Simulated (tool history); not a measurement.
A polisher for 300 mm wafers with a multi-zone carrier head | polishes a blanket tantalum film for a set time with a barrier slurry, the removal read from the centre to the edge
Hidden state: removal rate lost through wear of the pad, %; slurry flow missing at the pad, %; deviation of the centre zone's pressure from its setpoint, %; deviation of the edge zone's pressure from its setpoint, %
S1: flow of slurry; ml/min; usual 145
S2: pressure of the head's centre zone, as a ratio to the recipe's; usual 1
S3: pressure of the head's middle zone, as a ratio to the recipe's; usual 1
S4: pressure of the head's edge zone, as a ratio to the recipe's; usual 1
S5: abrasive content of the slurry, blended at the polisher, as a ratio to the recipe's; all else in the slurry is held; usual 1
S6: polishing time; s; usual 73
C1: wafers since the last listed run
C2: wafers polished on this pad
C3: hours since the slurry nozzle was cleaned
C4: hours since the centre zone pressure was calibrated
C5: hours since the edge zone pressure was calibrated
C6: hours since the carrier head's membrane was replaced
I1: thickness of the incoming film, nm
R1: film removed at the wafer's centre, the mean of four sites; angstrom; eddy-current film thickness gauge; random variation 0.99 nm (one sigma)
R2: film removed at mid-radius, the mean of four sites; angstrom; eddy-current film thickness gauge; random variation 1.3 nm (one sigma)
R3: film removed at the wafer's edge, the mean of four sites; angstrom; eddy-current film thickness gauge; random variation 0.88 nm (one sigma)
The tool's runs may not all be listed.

run	hour	S1	S2	S3	S4	S5	S6	C1	C2	C3	C4	C5	C6	I1	R1	R2	R3
1	0	160	0.9	0.96	1	1	73	0	110	172.2	253.6	86.4	467.7	258.6	897	959	998
2	34.6	165	1	1.03	1	1	54	249	359	206.8	288.2	121	502.3	260.5	741	764	736
3	99.5	145	1	1.06	1	0.85	73	467	826	271.7	353.1	185.9	567.2	258.2	904	941	897
4	161.6	100	1	0.96	1.05	1	87	446	1273	333.8	415.2	248	629.3	256.9	1041	1011	1123
5	233.6	195	1	1	0.95	1	73	518	1791	405.8	487.2	320	701.3	261.3	1010	1029	970
6	307.5	175	1	0.92	1	0.8	73	531	2323	479.7	561.1	393.9	775.2	262.8	872	824	873
# hour 336.2: slurry nozzle cleaned
7	339.8	170	1	1	1	1	51	225	2548	3.6	593.4	426.2	807.5	258.1	678	669	670
8	367.3	145	1.08	1	1.06	1	73	197	2746	31.1	620.9	453.7	835	261.6	1010	926	959
# hour 455.2: worn pad replaced by a new one
9	568	165	1	1.1	1	1	73	1415	811	231.8	821.6	654.4	1035.7	258.9	1001	1092	994
10	594.7	130	0.91	1	1.08	1	87	192	1003	258.5	848.3	681.1	1062.4	259.1	1045	1160	1192
11	651.8	190	1	1	1	1	73	410	1414	315.6	905.4	738.2	1119.5	258.8	1018	1000	1006
12	689.7	165	0.88	1.09	1	1	94	272	1687	353.5	943.3	776.1	1157.4	257.8	1102	1347	1302
13	761.6	145	1	1	1	1	73	517	2204	425.4	1015.2	848	1229.3	255.7	975	972	956
14	791.3	145	1	1	1	1	73	213	2418	455.1	1044.9	877.7	1259	260	955	969	955
15	859	145	1	1	0.89	0.75	73	487	2905	522.8	1112.6	945.4	1326.7	255.9	800	809	770
# hour 872.2: slurry nozzle cleaned
# hour 890.5: centre zone pressure recalibrated
16	922.4	130	0.91	1	1.08	1	87	434	3340	50.2	31.9	1008.8	1390.1	258.4	982	1093	1130
17	988	130	1	1	0.93	1.2	92	472	3812	115.8	97.5	1074.4	1455.7	262.4	1191	1186	1170
18	1015.2	145	1	1	1	0.85	54	195	4008	143	124.7	1101.6	1482.9	263.1	615	606	615
# hour 1040.4: worn pad replaced by a new one
19	1073.2	130	1	1	0.93	1.2	92	388	236	201	182.7	1159.6	1540.9	256.2	1295	1296	1259
20	1102.9	145	1	1	1	1.25	73	213	449	230.7	212.4	1189.3	1570.6	257.5	1046	1089	1071
21	1159.5	175	1	0.95	0.94	1	73	407	857	287.3	269	1245.9	1627.2	258.5	1012	988	981

4 ways to go on from here, each from the tool as it stands after run 21. What would each give?
A	1160	145	1	1	1	1.15	73	3	860	287.8	269.5	1246.4	1627.7	258.5	?	?	?
B	1160	145	1	1.04	0.9	1	63	3	860	287.8	269.5	1246.4	1627.7	258.5	?	?	?
C	1160	145	1.09	1	1	0.75	91	3	860	287.8	269.5	1246.4	1627.7	258.5	?	?	?
D	1160	145	1	1	0.89	1	73	3	860	287.8	269.5	1246.4	1627.7	258.5	?	?	?

run	R1	R2	R3
A	1044	1026	1038
B	857	870	810
C	1170	1053	1066
D	993	975	934
Without the tool's hidden state the same runs would have given:
run	R1	R2	R3
A	1050	1032	1044
B	862	875	815
C	1177	1059	1072
D	998	981	940
